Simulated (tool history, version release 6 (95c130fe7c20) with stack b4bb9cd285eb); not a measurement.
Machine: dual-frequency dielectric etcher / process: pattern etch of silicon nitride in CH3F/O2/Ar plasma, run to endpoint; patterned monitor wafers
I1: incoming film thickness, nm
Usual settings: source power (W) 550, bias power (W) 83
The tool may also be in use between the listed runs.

run 1 hour=0.0 | source_power_(W)=550 bias_power_(W)=83 | I1=50.5 | endpoint_time_(s)=59.8
-- hour=64.8 wet clean of the chamber
-- hour=88.0 upper electrode replaced
run 2 hour=88.5 | source_power_(W)=590 bias_power_(W)=83 | I1=51.2 | endpoint_time_(s)=61.5
run 3 hour=118.2 | source_power_(W)=590 bias_power_(W)=83 | I1=50.9 | endpoint_time_(s)=60.5
run 4 hour=190.0 | source_power_(W)=550 bias_power_(W)=83 | I1=51.1 | endpoint_time_(s)=62.2
run 5 hour=228.5 | source_power_(W)=550 bias_power_(W)=83 | I1=50.4 | endpoint_time_(s)=61.2
run 6 hour=283.2 | source_power_(W)=550 bias_power_(W)=83 | I1=51.2 | endpoint_time_(s)=61.6
run 7 hour=368.6 | source_power_(W)=550 bias_power_(W)=83 | I1=50.9 | endpoint_time_(s)=61.0
run 8 hour=428.8 | source_power_(W)=550 bias_power_(W)=83 | I1=50.9 | endpoint_time_(s)=60.4
-- hour=435.4 source power generator calibrated
run 9 hour=467.8 | source_power_(W)=490 bias_power_(W)=83 | I1=50.7 | endpoint_time_(s)=63.0
-- hour=534.8 wet clean of the chamber
run 10 hour=535.3 | source_power_(W)=480 bias_power_(W)=83 | I1=51.1 | endpoint_time_(s)=65.7
run 11 hour=558.2 | source_power_(W)=480 bias_power_(W)=83 | I1=50.9 | endpoint_time_(s)=66.2
run 12 hour=586.9 | source_power_(W)=550 bias_power_(W)=63 | I1=50.7 | endpoint_time_(s)=67.0
run 13 hour=613.5 | source_power_(W)=550 bias_power_(W)=77 | I1=51.7 | endpoint_time_(s)=65.1
run 14 hour=656.3 | source_power_(W)=550 bias_power_(W)=75 | I1=50.8 | endpoint_time_(s)=63.6
run 15 hour=706.6 | source_power_(W)=550 bias_power_(W)=83 | I1=50.8 | endpoint_time_(s)=61.7
run 16 hour=743.5 | source_power_(W)=450 bias_power_(W)=103 | I1=50.6 | endpoint_time_(s)=61.4
run 17 hour=812.1 | source_power_(W)=550 bias_power_(W)=83 | I1=50.4 | endpoint_time_(s)=60.8
-- hour=845.3 bias power generator calibrated
run 18 hour=864.3 | source_power_(W)=550 bias_power_(W)=83 | I1=50.6 | endpoint_time_(s)=60.0
run 19 hour=900.8 | source_power_(W)=550 bias_power_(W)=104 | I1=50.7 | endpoint_time_(s)=56.5
run 20 hour=964.0 | source_power_(W)=550 bias_power_(W)=100 | I1=50.6 | endpoint_time_(s)=56.3
run 21 hour=993.1 | source_power_(W)=410 bias_power_(W)=89 | I1=50.6 | endpoint_time_(s)=65.4
run 22 hour=1035.9 | source_power_(W)=480 bias_power_(W)=77 | I1=51.4 | endpoint_time_(s)=65.0
-- hour=1068.8 wet clean of the chamber
run 23 hour=1107.0 | source_power_(W)=660 bias_power_(W)=83 | I1=51.1 | endpoint_time_(s)=58.7
run 24 hour=1154.4 | source_power_(W)=670 bias_power_(W)=75 | I1=50.7 | endpoint_time_(s)=59.6
run 25 hour=1200.1 | source_power_(W)=550 bias_power_(W)=94 | I1=50.6 | endpoint_time_(s)=59.1
run 26 hour=1257.2 | source_power_(W)=470 bias_power_(W)=83 | I1=51.0 | endpoint_time_(s)=65.7
run 27 hour=1297.6 | source_power_(W)=550 bias_power_(W)=99 | I1=50.6 | endpoint_time_(s)=58.0
run 28 hour=1338.5 | source_power_(W)=600 bias_power_(W)=74 | I1=50.6 | endpoint_time_(s)=61.4
run 29 hour=1395.8 | source_power_(W)=670 bias_power_(W)=94 | I1=50.6 | endpoint_time_(s)=54.0
run 30 hour=1463.6 | source_power_(W)=620 bias_power_(W)=63 | I1=50.4 | endpoint_time_(s)=61.9
-- hour=1531.2 wet clean of the chamber
run 31 hour=1531.7 | source_power_(W)=510 bias_power_(W)=74 | I1=51.4 | endpoint_time_(s)=67.9
run 32 hour=1579.3 | source_power_(W)=510 bias_power_(W)=83 | I1=51.1 | endpoint_time_(s)=64.6
run 33 hour=1605.6 | source_power_(W)=550 bias_power_(W)=70 | I1=51.1 | endpoint_time_(s)=65.4

The next listed run, before its measurement:
run 34 hour=1645.5 | source_power_(W)=500 bias_power_(W)=73 | I1=51.0 | endpoint_time_(s)=?

{"run 34": {"endpoint time (s)": 67.1}}
Had the tool carried no hidden state, the very same run would have given endpoint time (s) 67.8.
